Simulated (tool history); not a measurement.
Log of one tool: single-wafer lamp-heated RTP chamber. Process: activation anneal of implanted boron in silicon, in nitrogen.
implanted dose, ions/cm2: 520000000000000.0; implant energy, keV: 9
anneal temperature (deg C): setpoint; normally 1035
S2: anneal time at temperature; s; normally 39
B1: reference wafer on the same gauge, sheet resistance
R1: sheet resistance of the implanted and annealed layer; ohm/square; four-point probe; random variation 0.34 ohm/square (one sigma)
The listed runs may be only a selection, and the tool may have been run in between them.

run 1 day=0 | anneal_temperature_(deg_C)=1035 S2=39 | B1=224.06 | R1=227.84
run 2 day=1.004 | anneal_temperature_(deg_C)=1035 S2=39 | B1=224.06 | R1=226.44
-- day=2.533 pyrometer window cleaned and pyrometer calibrated
run 3 day=2.554 | anneal_temperature_(deg_C)=1035 S2=39 | B1=223.91 | R1=226.88
-- day=3.808 reflector plate cleaned
run 4 day=3.829 | anneal_temperature_(deg_C)=1035 S2=39 | B1=224 | R1=226.83
run 5 day=5.667 | anneal_temperature_(deg_C)=1035 S2=39 | B1=224.11 | R1=227.34
run 6 day=7.183 | anneal_temperature_(deg_C)=1035 S2=39 | B1=224.07 | R1=227.2
run 7 day=11.217 | anneal_temperature_(deg_C)=1035 S2=39 | B1=224.03 | R1=227.29
run 8 day=12.533 | anneal_temperature_(deg_C)=1035 S2=39 | B1=223.99 | R1=227.29
run 9 day=14.762 | anneal_temperature_(deg_C)=1035 S2=39 | B1=224.04 | R1=227.26
run 10 day=17.725 | anneal_temperature_(deg_C)=1035 S2=39 | B1=224.16 | R1=227.45
run 11 day=19.554 | anneal_temperature_(deg_C)=1027 S2=39 | B1=223.89 | R1=227.91
-- day=21.558 pyrometer window cleaned and pyrometer calibrated
run 12 day=22.408 | anneal_temperature_(deg_C)=1035 S2=24 | B1=223.95 | R1=229.07
run 13 day=24.208 | anneal_temperature_(deg_C)=1016 S2=61 | B1=224.03 | R1=227.07
run 14 day=25.483 | anneal_temperature_(deg_C)=1035 S2=39 | B1=223.98 | R1=227.47
run 15 day=27.058 | anneal_temperature_(deg_C)=1035 S2=39 | B1=224.06 | R1=227.1
run 16 day=29.683 | anneal_temperature_(deg_C)=1035 S2=39 | B1=224.02 | R1=227.7
-- day=30.221 gauge calibrated
-- day=31.242 reflector plate cleaned
run 17 day=31.262 | anneal_temperature_(deg_C)=1007 S2=45 | B1=223.98 | R1=229.16
run 18 day=32.171 | anneal_temperature_(deg_C)=1035 S2=39 | B1=223.99 | R1=227.1
run 19 day=33.192 | anneal_temperature_(deg_C)=1035 S2=56 | B1=223.97 | R1=225.15
run 20 day=36.171 | anneal_temperature_(deg_C)=1061 S2=39 | B1=224 | R1=224.59
run 21 day=38.629 | anneal_temperature_(deg_C)=1008 S2=60 | B1=223.97 | R1=228.4
-- day=39.071 pyrometer window cleaned and pyrometer calibrated
run 22 day=40.033 | anneal_temperature_(deg_C)=1035 S2=22 | B1=224 | R1=229.62
run 23 day=43.004 | anneal_temperature_(deg_C)=1056 S2=39 | B1=223.96 | R1=225.99

What if the next run were any one of these 4? Each begins from the tool's condition after run 23:
run A day=43.021 | anneal_temperature_(deg_C)=1006 S2=39 | B1=? | R1=?
run B day=43.021 | anneal_temperature_(deg_C)=1045 S2=61 | B1=? | R1=?
run C day=43.021 | anneal_temperature_(deg_C)=1035 S2=45 | B1=? | R1=?
run D day=43.021 | anneal_temperature_(deg_C)=1035 S2=29 | B1=? | R1=?

run=A B1=224.05 R1=229.54
run=B B1=224.05 R1=223.38
run=C B1=224.05 R1=226.23
run=D B1=224.05 R1=228.06
The same runs, with their run-to-run variation unchanged, on a tool lacking any hidden condition would have given:
run=A R1=229.54
run=B R1=223.38
run=C R1=226.23
run=D R1=228.06
